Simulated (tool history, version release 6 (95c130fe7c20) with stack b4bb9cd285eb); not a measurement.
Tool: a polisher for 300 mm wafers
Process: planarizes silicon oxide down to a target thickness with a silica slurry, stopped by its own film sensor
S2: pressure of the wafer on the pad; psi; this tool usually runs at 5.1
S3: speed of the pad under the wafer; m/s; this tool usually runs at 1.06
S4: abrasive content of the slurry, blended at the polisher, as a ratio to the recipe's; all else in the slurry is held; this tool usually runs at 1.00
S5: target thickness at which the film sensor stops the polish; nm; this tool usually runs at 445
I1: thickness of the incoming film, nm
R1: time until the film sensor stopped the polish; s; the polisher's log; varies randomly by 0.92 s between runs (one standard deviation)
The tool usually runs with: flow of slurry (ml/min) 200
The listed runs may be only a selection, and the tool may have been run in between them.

run 1 hour=0.0 | flow_of_slurry_(ml/min)=200 S2=5.1 S3=1.06 S4=1.00 S5=445 | I1=698.6 | R1=61.2
run 2 hour=59.3 | flow_of_slurry_(ml/min)=200 S2=5.1 S3=1.06 S4=1.00 S5=445 | I1=699.0 | R1=62.6
-- hour=70.8 conditioning disc replaced and pad reconditioned
-- hour=82.2 slurry nozzle cleaned
run 3 hour=110.8 | flow_of_slurry_(ml/min)=200 S2=5.1 S3=1.06 S4=1.00 S5=445 | I1=698.8 | R1=61.5
-- hour=123.6 worn pad replaced by a new one
run 4 hour=145.3 | flow_of_slurry_(ml/min)=200 S2=5.1 S3=1.06 S4=1.00 S5=445 | I1=699.3 | R1=61.9
run 5 hour=194.4 | flow_of_slurry_(ml/min)=200 S2=5.1 S3=1.06 S4=0.80 S5=445 | I1=706.7 | R1=71.6
run 6 hour=255.7 | flow_of_slurry_(ml/min)=200 S2=5.1 S3=1.06 S4=0.80 S5=445 | I1=691.9 | R1=68.7
run 7 hour=289.5 | flow_of_slurry_(ml/min)=200 S2=5.1 S3=1.06 S4=1.00 S5=445 | I1=695.6 | R1=60.6
-- hour=294.2 slurry blender recalibrated
-- hour=294.6 worn pad replaced by a new one
run 8 hour=328.2 | flow_of_slurry_(ml/min)=200 S2=5.1 S3=1.06 S4=1.00 S5=445 | I1=705.7 | R1=62.0
run 9 hour=361.1 | flow_of_slurry_(ml/min)=145 S2=5.9 S3=1.06 S4=1.20 S5=445 | I1=701.7 | R1=51.6
-- hour=410.7 slurry nozzle cleaned
run 10 hour=415.0 | flow_of_slurry_(ml/min)=260 S2=5.1 S3=1.30 S4=1.00 S5=445 | I1=698.7 | R1=51.6
run 11 hour=460.2 | flow_of_slurry_(ml/min)=200 S2=6.2 S3=1.06 S4=0.90 S5=445 | I1=707.9 | R1=56.1

Predict the results of run 12:
-- hour=465.1 conditioning disc replaced and pad reconditioned
-- hour=465.6 worn pad replaced by a new one, of another model than before
run 12 hour=527.4 | flow_of_slurry_(ml/min)=180 S2=5.1 S3=1.42 S4=1.15 S5=494 | I1=704.7 | R1=?

Run 12 came out at R1 42.2 s.
Were there no unlogged condition in the tool, this run, its random variation unchanged, would have produced R1 45.5 s.

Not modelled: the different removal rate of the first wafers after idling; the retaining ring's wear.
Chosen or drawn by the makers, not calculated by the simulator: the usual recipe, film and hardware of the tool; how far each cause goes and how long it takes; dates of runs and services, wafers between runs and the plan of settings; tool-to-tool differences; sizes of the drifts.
